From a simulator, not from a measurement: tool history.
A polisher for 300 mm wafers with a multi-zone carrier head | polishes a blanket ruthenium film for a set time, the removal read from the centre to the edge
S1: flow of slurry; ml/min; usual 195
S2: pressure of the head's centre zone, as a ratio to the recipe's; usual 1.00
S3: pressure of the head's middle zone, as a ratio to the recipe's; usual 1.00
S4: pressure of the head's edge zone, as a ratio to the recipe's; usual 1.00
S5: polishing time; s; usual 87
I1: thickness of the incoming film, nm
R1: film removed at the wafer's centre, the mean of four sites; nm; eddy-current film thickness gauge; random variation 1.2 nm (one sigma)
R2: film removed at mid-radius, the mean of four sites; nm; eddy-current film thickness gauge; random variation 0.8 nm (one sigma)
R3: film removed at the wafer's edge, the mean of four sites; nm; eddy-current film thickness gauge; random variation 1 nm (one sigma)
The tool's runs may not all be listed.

{"run": 1, "day": 0.0, "S1": 175, "S2": 1.0, "S3": 1.0, "S4": 1.0, "S5": 102, "I1": 458.0, "R1": 100.6, "R2": 103.9, "R3": 104.0}
{"run": 2, "day": 3.296, "S1": 175, "S2": 1.0, "S3": 1.0, "S4": 1.0, "S5": 102, "I1": 451.8, "R1": 97.9, "R2": 100.5, "R3": 102.0}
{"run": 3, "day": 5.475, "S1": 195, "S2": 0.94, "S3": 1.0, "S4": 1.0, "S5": 87, "I1": 456.0, "R1": 81.0, "R2": 87.0, "R3": 86.8}
{"day": 9.508, "done": "centre zone pressure recalibrated"}
{"run": 4, "day": 9.717, "S1": 195, "S2": 0.94, "S3": 1.0, "S4": 1.0, "S5": 87, "I1": 464.6, "R1": 78.5, "R2": 86.2, "R3": 87.5}
{"day": 11.221, "done": "worn pad replaced by a new one"}
{"run": 5, "day": 13.133, "S1": 195, "S2": 1.0, "S3": 1.0, "S4": 1.0, "S5": 87, "I1": 467.2, "R1": 87.2, "R2": 92.8, "R3": 94.0}
{"run": 6, "day": 16.642, "S1": 195, "S2": 1.0, "S3": 1.0, "S4": 1.0, "S5": 87, "I1": 460.1, "R1": 85.5, "R2": 86.7, "R3": 87.8}
{"day": 20.421, "done": "slurry nozzle cleaned"}
{"run": 7, "day": 20.442, "S1": 195, "S2": 1.0, "S3": 1.0, "S4": 1.0, "S5": 87, "I1": 458.9, "R1": 89.7, "R2": 90.5, "R3": 92.3}
{"run": 8, "day": 23.871, "S1": 260, "S2": 1.0, "S3": 1.0, "S4": 1.0, "S5": 77, "I1": 462.0, "R1": 81.0, "R2": 82.6, "R3": 83.5}
{"day": 24.354, "done": "carrier head's membrane replaced by a new one"}
{"run": 9, "day": 28.212, "S1": 195, "S2": 1.0, "S3": 1.0, "S4": 1.0, "S5": 87, "I1": 461.4, "R1": 88.3, "R2": 88.7, "R3": 86.8}
{"run": 10, "day": 29.85, "S1": 155, "S2": 1.05, "S3": 0.94, "S4": 1.07, "S5": 87, "I1": 464.0, "R1": 86.0, "R2": 80.0, "R3": 88.2}
{"day": 30.546, "done": "worn pad replaced by a new one"}
{"run": 11, "day": 32.246, "S1": 220, "S2": 1.0, "S3": 1.0, "S4": 1.0, "S5": 87, "I1": 460.1, "R1": 96.7, "R2": 100.1, "R3": 97.3}
{"run": 12, "day": 40.408, "S1": 195, "S2": 1.09, "S3": 1.05, "S4": 0.95, "S5": 87, "I1": 463.3, "R1": 93.9, "R2": 90.5, "R3": 85.2}
{"day": 40.571, "done": "edge zone pressure recalibrated"}
{"run": 13, "day": 44.679, "S1": 165, "S2": 1.0, "S3": 1.0, "S4": 1.0, "S5": 58, "I1": 460.0, "R1": 51.7, "R2": 53.5, "R3": 55.8}
{"day": 47.479, "done": "worn pad replaced by a new one"}
{"run": 14, "day": 48.738, "S1": 195, "S2": 1.0, "S3": 1.0, "S4": 1.0, "S5": 87, "I1": 464.6, "R1": 90.1, "R2": 90.9, "R3": 92.4}
{"run": 15, "day": 51.642, "S1": 195, "S2": 1.0, "S3": 0.9, "S4": 1.0, "S5": 87, "I1": 460.6, "R1": 84.5, "R2": 79.3, "R3": 88.9}
{"day": 54.758, "done": "centre zone pressure recalibrated"}
{"run": 16, "day": 54.779, "S1": 195, "S2": 0.93, "S3": 1.0, "S4": 1.0, "S5": 87, "I1": 455.5, "R1": 75.0, "R2": 83.3, "R3": 85.2}
{"day": 55.146, "done": "carrier head's membrane replaced by a new one"}
{"run": 17, "day": 57.346, "S1": 155, "S2": 1.0, "S3": 1.0, "S4": 1.03, "S5": 101, "I1": 457.4, "R1": 83.9, "R2": 87.1, "R3": 93.7}
{"day": 60.154, "done": "slurry nozzle cleaned"}
{"run": 18, "day": 60.875, "S1": 165, "S2": 1.0, "S3": 1.06, "S4": 1.0, "S5": 87, "I1": 469.4, "R1": 84.9, "R2": 91.4, "R3": 87.6}
{"run": 19, "day": 63.288, "S1": 195, "S2": 1.0, "S3": 1.06, "S4": 1.0, "S5": 59, "I1": 457.2, "R1": 59.1, "R2": 63.2, "R3": 59.9}
{"day": 65.042, "done": "worn pad replaced by a new one"}
{"run": 20, "day": 69.604, "S1": 195, "S2": 1.0, "S3": 1.0, "S4": 1.0, "S5": 87, "I1": 460.8, "R1": 90.6, "R2": 92.8, "R3": 91.5}
{"run": 21, "day": 71.342, "S1": 195, "S2": 1.0, "S3": 1.0, "S4": 1.0, "S5": 87, "I1": 460.2, "R1": 88.2, "R2": 89.8, "R3": 91.3}
{"run": 22, "day": 74.833, "S1": 175, "S2": 1.05, "S3": 1.0, "S4": 0.88, "S5": 105, "I1": 460.0, "R1": 106.4, "R2": 103.9, "R3": 96.2}

4 ways to go on from here, each from the tool as it stands after run 22. What would each give?
{"run": "A", "day": 74.854, "S1": 195, "S2": 1.0, "S3": 1.0, "S4": 1.0, "S5": 77, "I1": 462.2, "R1": "?", "R2": "?", "R3": "?"}
{"run": "B", "day": 74.854, "S1": 170, "S2": 1.06, "S3": 1.0, "S4": 1.0, "S5": 58, "I1": 462.2, "R1": "?", "R2": "?", "R3": "?"}
{"run": "C", "day": 74.854, "S1": 140, "S2": 0.94, "S3": 1.0, "S4": 0.89, "S5": 74, "I1": 462.2, "R1": "?", "R2": "?", "R3": "?"}
{"run": "D", "day": 74.854, "S1": 195, "S2": 0.91, "S3": 1.05, "S4": 0.96, "S5": 79, "I1": 462.2, "R1": "?", "R2": "?", "R3": "?"}

run=A R1=75.9 R2=78.2 R3=78.2
run=B R1=58.5 R2=57.1 R3=57.6
run=C R1=62.2 R2=69.1 R3=67.0
run=D R1=70.8 R2=83.7 R3=78.6
Without the tool's hidden state the same runs would have given:
run=A R1=89.0 R2=91.3 R3=90.1
run=B R1=69.2 R2=67.1 R3=66.7
run=C R1=74.6 R2=82.1 R3=78.1
run=D R1=83.0 R2=97.7 R3=90.6
